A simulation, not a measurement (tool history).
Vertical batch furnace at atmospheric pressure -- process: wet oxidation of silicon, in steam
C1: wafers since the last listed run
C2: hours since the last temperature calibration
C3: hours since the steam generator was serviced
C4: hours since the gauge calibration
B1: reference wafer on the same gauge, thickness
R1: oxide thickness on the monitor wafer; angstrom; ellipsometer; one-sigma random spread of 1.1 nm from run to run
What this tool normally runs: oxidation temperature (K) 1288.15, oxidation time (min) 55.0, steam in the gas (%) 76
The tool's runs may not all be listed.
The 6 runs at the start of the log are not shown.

{"run": 7, "hour": 181.2, "oxidation temperature (K)": 1288.15, "oxidation time (min)": 55.0, "steam in the gas (%)": 76, "C1": 573, "C2": 1223.7, "C3": 1698.3, "C4": 454.0, "B1": 413.13, "R1": 3446.4}
{"run": 8, "hour": 202.1, "oxidation temperature (K)": 1288.15, "oxidation time (min)": 55.0, "steam in the gas (%)": 76, "C1": 336, "C2": 1244.6, "C3": 1719.2, "C4": 474.9, "B1": 413.37, "R1": 3440.5}
{"run": 9, "hour": 229.9, "oxidation temperature (K)": 1288.15, "oxidation time (min)": 55.0, "steam in the gas (%)": 76, "C1": 447, "C2": 1272.4, "C3": 1747.0, "C4": 502.7, "B1": 412.99, "R1": 3458.1}
{"run": 10, "hour": 243.5, "oxidation temperature (K)": 1288.15, "oxidation time (min)": 55.0, "steam in the gas (%)": 76, "C1": 218, "C2": 1286.0, "C3": 1760.6, "C4": 516.3, "B1": 412.97, "R1": 3453.9}
{"run": 11, "hour": 260.2, "oxidation temperature (K)": 1274.15, "oxidation time (min)": 55.0, "steam in the gas (%)": 76, "C1": 268, "C2": 1302.7, "C3": 1777.3, "C4": 533.0, "B1": 413.03, "R1": 3109.1}
{"run": 12, "hour": 275.5, "oxidation temperature (K)": 1276.15, "oxidation time (min)": 55.0, "steam in the gas (%)": 76, "C1": 246, "C2": 1318.0, "C3": 1792.6, "C4": 548.3, "B1": 413.32, "R1": 3158.5}
{"run": 13, "hour": 308.4, "oxidation temperature (K)": 1288.15, "oxidation time (min)": 55.0, "steam in the gas (%)": 76, "C1": 529, "C2": 1350.9, "C3": 1825.5, "C4": 581.2, "B1": 413.02, "R1": 3450.5}
{"run": 14, "hour": 320.5, "oxidation temperature (K)": 1288.15, "oxidation time (min)": 55.0, "steam in the gas (%)": 76, "C1": 194, "C2": 1363.0, "C3": 1837.6, "C4": 593.3, "B1": 413.08, "R1": 3453.9}
{"run": 15, "hour": 337.9, "oxidation temperature (K)": 1306.15, "oxidation time (min)": 55.0, "steam in the gas (%)": 76, "C1": 280, "C2": 1380.4, "C3": 1855.0, "C4": 610.7, "B1": 413.19, "R1": 3896.2}
{"hour": 374.5, "done": "thermocouples replaced and temperature profile calibrated"}
{"run": 16, "hour": 375.0, "oxidation temperature (K)": 1288.15, "oxidation time (min)": 55.0, "steam in the gas (%)": 76, "C1": 210, "C2": 0.5, "C3": 1892.1, "C4": 647.8, "B1": 412.8, "R1": 3325.2}
{"run": 17, "hour": 391.4, "oxidation temperature (K)": 1304.15, "oxidation time (min)": 55.0, "steam in the gas (%)": 65, "C1": 264, "C2": 16.9, "C3": 1908.5, "C4": 664.2, "B1": 413.14, "R1": 3354.8}
{"hour": 437.9, "done": "steam generator serviced"}
{"run": 18, "hour": 438.4, "oxidation temperature (K)": 1288.15, "oxidation time (min)": 55.0, "steam in the gas (%)": 71, "C1": 370, "C2": 63.9, "C3": 0.5, "C4": 711.2, "B1": 413.35, "R1": 3299.3}
{"run": 19, "hour": 443.0, "oxidation temperature (K)": 1288.15, "oxidation time (min)": 55.0, "steam in the gas (%)": 76, "C1": 74, "C2": 68.5, "C3": 5.1, "C4": 715.8, "B1": 413.15, "R1": 3470.2}
{"run": 20, "hour": 447.5, "oxidation temperature (K)": 1288.15, "oxidation time (min)": 55.0, "steam in the gas (%)": 76, "C1": 72, "C2": 73.0, "C3": 9.6, "C4": 720.3, "B1": 412.75, "R1": 3464.5}
{"run": 21, "hour": 463.0, "oxidation temperature (K)": 1273.15, "oxidation time (min)": 68.0, "steam in the gas (%)": 83, "C1": 249, "C2": 88.5, "C3": 25.1, "C4": 735.8, "B1": 413.2, "R1": 3824.5}
{"run": 22, "hour": 494.7, "oxidation temperature (K)": 1304.15, "oxidation time (min)": 31.0, "steam in the gas (%)": 85, "C1": 510, "C2": 120.2, "C3": 56.8, "C4": 767.5, "B1": 412.72, "R1": 2821.0}
{"hour": 511.5, "done": "gauge calibrated"}
{"run": 23, "hour": 511.9, "oxidation temperature (K)": 1272.15, "oxidation time (min)": 82.0, "steam in the gas (%)": 65, "C1": 276, "C2": 137.4, "C3": 74.0, "C4": 0.4, "B1": 413.2, "R1": 3665.5}
{"run": 24, "hour": 528.5, "oxidation temperature (K)": 1276.15, "oxidation time (min)": 55.0, "steam in the gas (%)": 76, "C1": 267, "C2": 154.0, "C3": 90.6, "C4": 17.0, "B1": 413.48, "R1": 3168.7}
{"run": 25, "hour": 546.5, "oxidation temperature (K)": 1276.15, "oxidation time (min)": 55.0, "steam in the gas (%)": 76, "C1": 289, "C2": 172.0, "C3": 108.6, "C4": 35.0, "B1": 412.83, "R1": 3164.3}
{"run": 26, "hour": 573.1, "oxidation temperature (K)": 1288.15, "oxidation time (min)": 55.0, "steam in the gas (%)": 76, "C1": 428, "C2": 198.6, "C3": 135.2, "C4": 61.6, "B1": 412.95, "R1": 3472.7}
{"run": 27, "hour": 596.2, "oxidation temperature (K)": 1301.15, "oxidation time (min)": 68.5, "steam in the gas (%)": 70, "C1": 371, "C2": 221.7, "C3": 158.3, "C4": 84.7, "B1": 413.13, "R1": 4126.2}
{"run": 28, "hour": 626.9, "oxidation temperature (K)": 1271.15, "oxidation time (min)": 55.0, "steam in the gas (%)": 76, "C1": 494, "C2": 252.4, "C3": 189.0, "C4": 115.4, "B1": 413.19, "R1": 3055.0}
{"run": 29, "hour": 652.1, "oxidation temperature (K)": 1303.15, "oxidation time (min)": 55.0, "steam in the gas (%)": 76, "C1": 405, "C2": 277.6, "C3": 214.2, "C4": 140.6, "B1": 413.68, "R1": 3831.8}
{"run": 30, "hour": 677.1, "oxidation temperature (K)": 1298.15, "oxidation time (min)": 55.0, "steam in the gas (%)": 72, "C1": 402, "C2": 302.6, "C3": 239.2, "C4": 165.6, "B1": 413.02, "R1": 3583.4}

Branching from run 30: 5 alternative next runs. What would each branch give?
{"run": "A", "hour": 681.8, "oxidation temperature (K)": 1288.15, "oxidation time (min)": 55.0, "steam in the gas (%)": 76, "C1": 75, "C2": 307.3, "C3": 243.9, "C4": 170.3, "B1": "?", "R1": "?"}
{"run": "B", "hour": 681.8, "oxidation temperature (K)": 1311.15, "oxidation time (min)": 55.0, "steam in the gas (%)": 76, "C1": 75, "C2": 307.3, "C3": 243.9, "C4": 170.3, "B1": "?", "R1": "?"}
{"run": "C", "hour": 681.8, "oxidation temperature (K)": 1311.15, "oxidation time (min)": 67.0, "steam in the gas (%)": 84, "C1": 75, "C2": 307.3, "C3": 243.9, "C4": 170.3, "B1": "?", "R1": "?"}
{"run": "D", "hour": 681.8, "oxidation temperature (K)": 1288.15, "oxidation time (min)": 55.0, "steam in the gas (%)": 73, "C1": 75, "C2": 307.3, "C3": 243.9, "C4": 170.3, "B1": "?", "R1": "?"}
{"run": "E", "hour": 681.8, "oxidation temperature (K)": 1307.15, "oxidation time (min)": 55.0, "steam in the gas (%)": 87, "C1": 75, "C2": 307.3, "C3": 243.9, "C4": 170.3, "B1": "?", "R1": "?"}

run=A B1=413.33 R1=3459.2
run=B B1=413.33 R1=4021.0
run=C B1=413.33 R1=4851.0
run=D B1=413.33 R1=3365.6
run=E B1=413.33 R1=4279.6
What these runs would have given with no unlogged condition in the tool:
run=A R1=3480.6
run=B R1=4046.9
run=C R1=4882.8
run=D R1=3386.3
run=E R1=4307.2
